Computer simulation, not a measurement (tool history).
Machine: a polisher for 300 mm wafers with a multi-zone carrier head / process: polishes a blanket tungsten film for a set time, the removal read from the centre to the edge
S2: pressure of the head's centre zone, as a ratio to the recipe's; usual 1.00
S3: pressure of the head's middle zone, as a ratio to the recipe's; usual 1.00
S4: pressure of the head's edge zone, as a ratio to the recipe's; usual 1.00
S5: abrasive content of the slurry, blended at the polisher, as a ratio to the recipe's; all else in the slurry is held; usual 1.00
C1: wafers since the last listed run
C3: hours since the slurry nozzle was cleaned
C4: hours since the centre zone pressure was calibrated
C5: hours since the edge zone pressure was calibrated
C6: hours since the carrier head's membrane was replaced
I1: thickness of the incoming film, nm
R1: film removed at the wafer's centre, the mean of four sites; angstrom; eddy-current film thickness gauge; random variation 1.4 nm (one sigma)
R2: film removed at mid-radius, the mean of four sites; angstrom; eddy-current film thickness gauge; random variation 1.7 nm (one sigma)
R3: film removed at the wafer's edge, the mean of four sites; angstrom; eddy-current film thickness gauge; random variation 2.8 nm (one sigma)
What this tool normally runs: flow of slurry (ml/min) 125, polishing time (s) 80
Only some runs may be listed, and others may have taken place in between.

{"run": 1, "hour": 0.0, "flow of slurry (ml/min)": 125, "S2": 1.0, "S3": 1.0, "S4": 1.0, "S5": 1.0, "polishing time (s)": 80, "C1": 0, "wafers polished on this pad": 6, "C3": 348.7, "C4": 494.5, "C5": 349.1, "C6": 263.2, "I1": 1593.5, "R1": 1915, "R2": 2111, "R3": 2013}
{"hour": 28.6, "done": "centre zone pressure recalibrated"}
{"run": 2, "hour": 94.6, "flow of slurry (ml/min)": 125, "S2": 1.0, "S3": 1.0, "S4": 1.0, "S5": 0.9, "polishing time (s)": 80, "C1": 1287, "wafers polished on this pad": 1294, "C3": 443.3, "C4": 66.0, "C5": 443.7, "C6": 357.8, "I1": 1601.1, "R1": 1990, "R2": 2101, "R3": 2039}
{"run": 3, "hour": 171.8, "flow of slurry (ml/min)": 125, "S2": 1.0, "S3": 1.08, "S4": 1.0, "S5": 1.0, "polishing time (s)": 80, "C1": 1073, "wafers polished on this pad": 2367, "C3": 520.5, "C4": 143.2, "C5": 520.9, "C6": 435.0, "I1": 1543.9, "R1": 2034, "R2": 2252, "R3": 2014}
{"run": 4, "hour": 216.7, "flow of slurry (ml/min)": 125, "S2": 1.0, "S3": 1.08, "S4": 1.0, "S5": 1.0, "polishing time (s)": 80, "C1": 624, "wafers polished on this pad": 2991, "C3": 565.4, "C4": 188.1, "C5": 565.8, "C6": 479.9, "I1": 1554.2, "R1": 2036, "R2": 2268, "R3": 1992}
{"run": 5, "hour": 289.8, "flow of slurry (ml/min)": 125, "S2": 1.0, "S3": 1.08, "S4": 1.0, "S5": 1.0, "polishing time (s)": 80, "C1": 1016, "wafers polished on this pad": 4008, "C3": 638.5, "C4": 261.2, "C5": 638.9, "C6": 553.0, "I1": 1583.8, "R1": 2023, "R2": 2214, "R3": 2092}
{"hour": 359.6, "done": "carrier head's membrane replaced by a new one"}
{"hour": 371.8, "done": "slurry nozzle cleaned"}
{"run": 6, "hour": 394.0, "flow of slurry (ml/min)": 125, "S2": 1.0, "S3": 1.0, "S4": 1.0, "S5": 1.0, "polishing time (s)": 80, "C1": 1365, "wafers polished on this pad": 5374, "C3": 22.2, "C4": 365.4, "C5": 743.1, "C6": 34.4, "I1": 1545.1, "R1": 1964, "R2": 2134, "R3": 2013}
{"hour": 403.0, "done": "worn pad replaced by a new one"}
{"run": 7, "hour": 487.7, "flow of slurry (ml/min)": 110, "S2": 1.0, "S3": 1.0, "S4": 1.0, "S5": 1.0, "polishing time (s)": 80, "C1": 1247, "wafers polished on this pad": 1177, "C3": 115.9, "C4": 459.1, "C5": 836.8, "C6": 128.1, "I1": 1594.9, "R1": 1894, "R2": 2085, "R3": 2029}
{"run": 8, "hour": 586.7, "flow of slurry (ml/min)": 105, "S2": 1.0, "S3": 1.0, "S4": 1.0, "S5": 1.0, "polishing time (s)": 97, "C1": 1376, "wafers polished on this pad": 2554, "C3": 214.9, "C4": 558.1, "C5": 935.8, "C6": 227.1, "I1": 1586.0, "R1": 2230, "R2": 2438, "R3": 2387}
{"hour": 648.9, "done": "centre zone pressure recalibrated"}
{"run": 9, "hour": 652.8, "flow of slurry (ml/min)": 105, "S2": 1.0, "S3": 1.0, "S4": 1.0, "S5": 1.0, "polishing time (s)": 97, "C1": 891, "wafers polished on this pad": 3446, "C3": 281.0, "C4": 3.9, "C5": 1001.9, "C6": 293.2, "I1": 1591.9, "R1": 2302, "R2": 2462, "R3": 2363}
{"hour": 695.7, "done": "edge zone pressure recalibrated"}
{"run": 10, "hour": 752.0, "flow of slurry (ml/min)": 105, "S2": 1.0, "S3": 1.0, "S4": 1.0, "S5": 1.0, "polishing time (s)": 97, "C1": 1351, "wafers polished on this pad": 4797, "C3": 380.2, "C4": 103.1, "C5": 56.3, "C6": 392.4, "I1": 1577.0, "R1": 2313, "R2": 2445, "R3": 2378}
{"hour": 766.7, "done": "worn pad replaced by a new one"}
{"run": 11, "hour": 827.0, "flow of slurry (ml/min)": 145, "S2": 1.0, "S3": 1.0, "S4": 1.0, "S5": 0.85, "polishing time (s)": 80, "C1": 987, "wafers polished on this pad": 838, "C3": 455.2, "C4": 178.1, "C5": 131.3, "C6": 467.4, "I1": 1600.9, "R1": 2004, "R2": 2131, "R3": 2003}
{"run": 12, "hour": 882.0, "flow of slurry (ml/min)": 125, "S2": 0.91, "S3": 1.0, "S4": 1.0, "S5": 1.0, "polishing time (s)": 66, "C1": 764, "wafers polished on this pad": 1603, "C3": 510.2, "C4": 233.1, "C5": 186.3, "C6": 522.4, "I1": 1586.2, "R1": 1496, "R2": 1754, "R3": 1671}
{"run": 13, "hour": 941.1, "flow of slurry (ml/min)": 125, "S2": 1.0, "S3": 1.0, "S4": 1.0, "S5": 1.0, "polishing time (s)": 80, "C1": 821, "wafers polished on this pad": 2424, "C3": 569.3, "C4": 292.2, "C5": 245.4, "C6": 581.5, "I1": 1567.5, "R1": 1985, "R2": 2097, "R3": 2037}
{"hour": 946.6, "done": "carrier head's membrane replaced by a new one"}
{"run": 14, "hour": 1031.4, "flow of slurry (ml/min)": 125, "S2": 1.0, "S3": 1.0, "S4": 1.0, "S5": 1.0, "polishing time (s)": 89, "C1": 1186, "wafers polished on this pad": 3611, "C3": 659.6, "C4": 382.5, "C5": 335.7, "C6": 84.8, "I1": 1591.6, "R1": 2171, "R2": 2342, "R3": 2265}
{"hour": 1111.7, "done": "worn pad replaced by a new one"}
{"run": 15, "hour": 1126.7, "flow of slurry (ml/min)": 150, "S2": 1.1, "S3": 1.0, "S4": 0.9, "S5": 1.0, "polishing time (s)": 80, "C1": 1269, "wafers polished on this pad": 208, "C3": 754.9, "C4": 477.8, "C5": 431.0, "C6": 180.1, "I1": 1573.2, "R1": 2207, "R2": 2244, "R3": 1989}
{"run": 16, "hour": 1179.0, "flow of slurry (ml/min)": 125, "S2": 1.11, "S3": 0.93, "S4": 1.0, "S5": 0.9, "polishing time (s)": 80, "C1": 727, "wafers polished on this pad": 936, "C3": 807.2, "C4": 530.1, "C5": 483.3, "C6": 232.4, "I1": 1574.7, "R1": 2054, "R2": 1966, "R3": 2035}
{"hour": 1243.9, "done": "centre zone pressure recalibrated"}
{"hour": 1244.1, "done": "slurry nozzle cleaned"}
{"run": 17, "hour": 1263.7, "flow of slurry (ml/min)": 125, "S2": 1.04, "S3": 1.0, "S4": 1.0, "S5": 1.0, "polishing time (s)": 80, "C1": 1147, "wafers polished on this pad": 2083, "C3": 19.6, "C4": 19.8, "C5": 568.0, "C6": 317.1, "I1": 1555.0, "R1": 2113, "R2": 2132, "R3": 2032}
{"run": 18, "hour": 1349.6, "flow of slurry (ml/min)": 125, "S2": 1.0, "S3": 1.08, "S4": 1.0, "S5": 1.0, "polishing time (s)": 80, "C1": 1194, "wafers polished on this pad": 3278, "C3": 105.5, "C4": 105.7, "C5": 653.9, "C6": 403.0, "I1": 1589.4, "R1": 2023, "R2": 2264, "R3": 2026}
{"hour": 1428.4, "done": "worn pad replaced by a new one"}
{"run": 19, "hour": 1450.3, "flow of slurry (ml/min)": 125, "S2": 1.0, "S3": 1.0, "S4": 1.06, "S5": 1.0, "polishing time (s)": 65, "C1": 1344, "wafers polished on this pad": 304, "C3": 206.2, "C4": 206.4, "C5": 754.6, "C6": 503.7, "I1": 1582.3, "R1": 1622, "R2": 1711, "R3": 1736}
{"hour": 1528.1, "done": "carrier head's membrane replaced by a new one"}
{"run": 20, "hour": 1528.6, "flow of slurry (ml/min)": 125, "S2": 1.0, "S3": 1.0, "S4": 1.0, "S5": 1.1, "polishing time (s)": 65, "C1": 1019, "wafers polished on this pad": 1323, "C3": 284.5, "C4": 284.7, "C5": 832.9, "C6": 0.5, "I1": 1575.6, "R1": 1623, "R2": 1779, "R3": 1641}
{"run": 21, "hour": 1617.0, "flow of slurry (ml/min)": 110, "S2": 0.94, "S3": 0.9, "S4": 1.0, "S5": 1.0, "polishing time (s)": 96, "C1": 1229, "wafers polished on this pad": 2552, "C3": 372.9, "C4": 373.1, "C5": 921.3, "C6": 88.9, "I1": 1591.2, "R1": 2106, "R2": 2285, "R3": 2438}
{"hour": 1645.3, "done": "edge zone pressure recalibrated"}
{"run": 22, "hour": 1662.4, "flow of slurry (ml/min)": 125, "S2": 1.0, "S3": 1.0, "S4": 1.1, "S5": 1.0, "polishing time (s)": 80, "C1": 603, "wafers polished on this pad": 3156, "C3": 418.3, "C4": 418.5, "C5": 17.1, "C6": 134.3, "I1": 1583.4, "R1": 1955, "R2": 2118, "R3": 2136}

Below, each run's measurement less what the same run would have read without the hidden state. Both values contain the same run-to-run variation, but the gauge's scatter may not be the same in both:
Hidden state present: removal rate lost through wear of the pad, %; slurry flow missing at the pad, %; deviation of the centre zone's pressure from its setpoint, %; deviation of the edge zone's pressure from its setpoint, %.
run=1 R1=-103
run=2 R1=+7
run=3 R1=-10
run=4 R1=-19
run=5 R1=-34
run=6 R1=-56
run=7 R1=-73
run=8 R1=-109
run=9 R1=-22
run=10 R1=-47
run=11 R1=-56
run=12 R1=-51
run=13 R1=-81
run=14 R1=-110
run=15 R1=-134
run=16 R1=-137
run=17 R1=-12
run=18 R1=-29
run=19 R1=-41
run=20 R1=-55
run=21 R1=-92
run=22 R1=-95
R2 without the hidden state stays within 1 angstrom of what was measured, in all runs.
R3: 0 in every run.

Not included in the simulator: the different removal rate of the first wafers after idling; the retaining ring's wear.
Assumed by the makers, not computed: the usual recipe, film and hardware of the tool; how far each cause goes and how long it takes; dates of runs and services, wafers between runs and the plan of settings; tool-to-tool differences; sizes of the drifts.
